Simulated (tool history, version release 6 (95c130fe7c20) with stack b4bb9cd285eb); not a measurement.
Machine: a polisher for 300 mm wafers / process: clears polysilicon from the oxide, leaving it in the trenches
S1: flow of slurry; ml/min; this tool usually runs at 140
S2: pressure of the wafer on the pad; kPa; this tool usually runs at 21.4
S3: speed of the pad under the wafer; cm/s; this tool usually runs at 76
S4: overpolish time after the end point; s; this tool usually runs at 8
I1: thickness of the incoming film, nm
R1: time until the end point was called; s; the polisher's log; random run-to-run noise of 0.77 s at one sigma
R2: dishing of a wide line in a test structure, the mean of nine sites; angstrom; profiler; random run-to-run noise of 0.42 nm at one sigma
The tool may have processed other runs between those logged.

run	hour	S1	S2	S3	S4	I1	R1	R2
1	0.0	140	21.4	86	8	449.8	41.3	333
2	11.5	140	21.4	86	8	447.3	39.5	327
3	19.4	140	21.4	76	8	459.5	46.3	315
4	33.1	140	21.4	66	8	446.3	51.0	305
5	42.9	140	21.4	76	8	448.0	47.1	304
6	49.1	140	21.4	76	8	456.7	48.8	307
7	66.8	140	21.4	76	8	454.9	50.4	317
8	75.4	140	21.4	76	8	448.3	48.2	306
9	82.8	140	21.4	76	8	452.6	49.7	302
# hour 88.1: worn pad replaced by a new one
10	95.3	140	21.4	76	8	446.0	46.3	318
11	116.5	140	21.4	76	8	449.6	48.2	314
# hour 124.8: slurry nozzle cleaned
12	134.0	140	23.4	76	8	446.0	40.0	328
# hour 146.5: head pressure recalibrated
13	147.0	140	23.4	76	8	453.5	40.6	331
14	157.7	140	23.4	76	8	440.8	40.8	321
15	171.0	100	24.8	98	11	455.0	36.2	366
16	186.0	140	21.4	76	8	444.5	47.3	307
# hour 200.4: worn pad replaced by a new one
17	201.9	140	21.4	76	8	453.4	41.1	326
18	214.8	140	15.9	76	11	446.2	56.5	328
19	226.0	140	21.4	76	8	449.9	42.8	326
20	243.7	140	21.4	76	8	456.5	44.9	317
21	253.7	175	21.4	76	8	451.0	43.4	315
22	261.4	140	17.9	52	8	452.9	73.0	258
23	274.5	115	13.8	52	6	448.2	97.6	173
24	282.7	140	26.9	76	8	452.2	37.5	336
# hour 300.4: worn pad replaced by a new one
25	300.9	165	21.4	64	8	455.7	48.2	309
26	310.9	160	21.4	88	5	451.1	37.9	281
27	329.7	140	21.4	76	8	454.2	43.6	322
28	341.3	140	21.4	76	8	448.3	43.5	318
29	350.1	120	21.4	76	8	455.4	47.0	315
30	360.5	175	21.4	68	8	453.1	48.5	308
31	375.3	110	18.6	84	8	446.5	51.7	308
32	381.6	125	29.0	76	8	449.6	36.5	345
33	392.8	100	18.6	86	8	451.5	53.4	303
# hour 410.6: worn pad replaced by a new one
34	411.0	140	21.4	76	8	457.7	44.7	326
# hour 421.6: slurry nozzle cleaned
35	428.2	140	21.4	56	8	446.7	51.7	297

For run 36, what comes out?
36	441.2	175	21.4	68	8	448.5	?	?

For run 36 the tool returned R1 44.4 s, R2 318 angstrom.
If the tool had no hidden condition, the same run with the same run-to-run variation would have returned R1 42.4 s, R2 323 angstrom.
